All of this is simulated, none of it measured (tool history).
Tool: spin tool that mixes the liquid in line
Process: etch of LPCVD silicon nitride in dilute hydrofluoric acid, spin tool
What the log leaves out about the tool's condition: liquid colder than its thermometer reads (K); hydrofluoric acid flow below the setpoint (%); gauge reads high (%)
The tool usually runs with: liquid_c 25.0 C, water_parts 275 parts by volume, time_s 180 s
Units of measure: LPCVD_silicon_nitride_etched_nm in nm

run	day	liquid_c	water_parts	time_s	wafers since the last listed run	hours since the thermometer was replaced	hours since the hydrofluoric acid flow meter was replaced	hours since the gauge calibration	read-back film thickness of the LPCVD silicon nitride reference wafer, read on the same gauge (nm)	LPCVD_silicon_nitride_etched_nm
1	0.000	29.0	375	180	0	165.4	654.8	191.0	30.020	0.316
2	1.479	29.0	375	180	240	200.9	690.3	226.5	29.976	0.303
3	2.638	29.0	375	180	188	228.7	718.1	254.3	29.979	0.350
4	3.267	25.0	275	180	102	243.8	733.2	269.4	29.979	0.335
5	4.717	25.0	275	180	235	278.6	768.0	304.2	30.040	0.350
6	5.967	25.0	275	180	203	308.6	798.0	334.2	30.007	0.345
7	7.062	25.0	275	180	177	334.9	824.3	360.5	30.040	0.356
8	8.208	25.0	380	180	186	362.4	851.8	388.0	30.022	0.233
9	11.646	25.0	275	110	558	444.9	934.3	470.5	29.974	0.191
10	12.317	25.0	275	110	108	461.0	950.4	486.6	29.948	0.228
11	13.158	25.0	275	110	136	481.2	970.6	506.8	30.007	0.207
12	13.975	26.5	275	180	132	500.8	990.2	526.4	29.993	0.392
# day 14.238: thermometer replaced
13	15.183	26.5	275	180	189	22.7	1019.2	555.4	30.025	0.345
14	16.079	25.0	305	180	145	44.2	1040.7	576.9	30.005	0.318
15	16.842	27.5	345	130	123	62.5	1059.0	595.2	30.005	0.243
16	17.517	27.0	375	75	109	78.7	1075.2	611.4	30.048	0.117
17	18.779	29.0	275	105	205	109.0	1105.5	641.7	30.020	0.241
18	19.958	25.0	365	215	191	137.3	1133.8	670.0	29.965	0.332
19	21.362	25.0	275	125	228	171.0	1167.5	703.7	30.031	0.255
# day 22.083: gauge calibrated
20	22.225	29.5	215	230	140	191.7	1188.2	3.4	29.949	0.734
21	22.742	25.0	275	180	83	204.1	1200.6	15.8	29.992	0.342
22	23.258	29.5	370	225	83	216.5	1213.0	28.2	29.992	0.414
23	24.204	25.0	390	220	153	239.2	1235.7	50.9	29.951	0.309
# day 25.421: hydrofluoric acid flow meter replaced
24	25.604	25.0	275	180	220	272.8	4.4	84.5	29.996	0.334
25	26.446	28.0	325	120	136	293.0	24.6	104.7	29.993	0.241
26	27.488	26.5	150	235	169	318.0	49.6	129.7	29.992	0.906
27	28.717	25.0	275	180	199	347.5	79.1	159.2	30.028	0.322
28	29.729	27.0	275	255	164	371.8	103.4	183.5	30.033	0.602
29	31.154	25.0	275	135	231	406.0	137.6	217.7	29.998	0.252
30	31.992	27.0	310	80	136	426.1	157.7	237.8	29.947	0.165
31	32.654	28.0	220	280	107	442.0	173.6	253.7	29.996	0.768
32	34.108	25.0	275	180	236	476.9	208.5	288.6	30.020	0.335

Exercise: give the hidden state of the tool at every run:
liquid colder than its thermometer reads (K): 0 in every run
hydrofluoric acid flow below the setpoint (%): 0 in every run
gauge reads high (%): 0 in every run
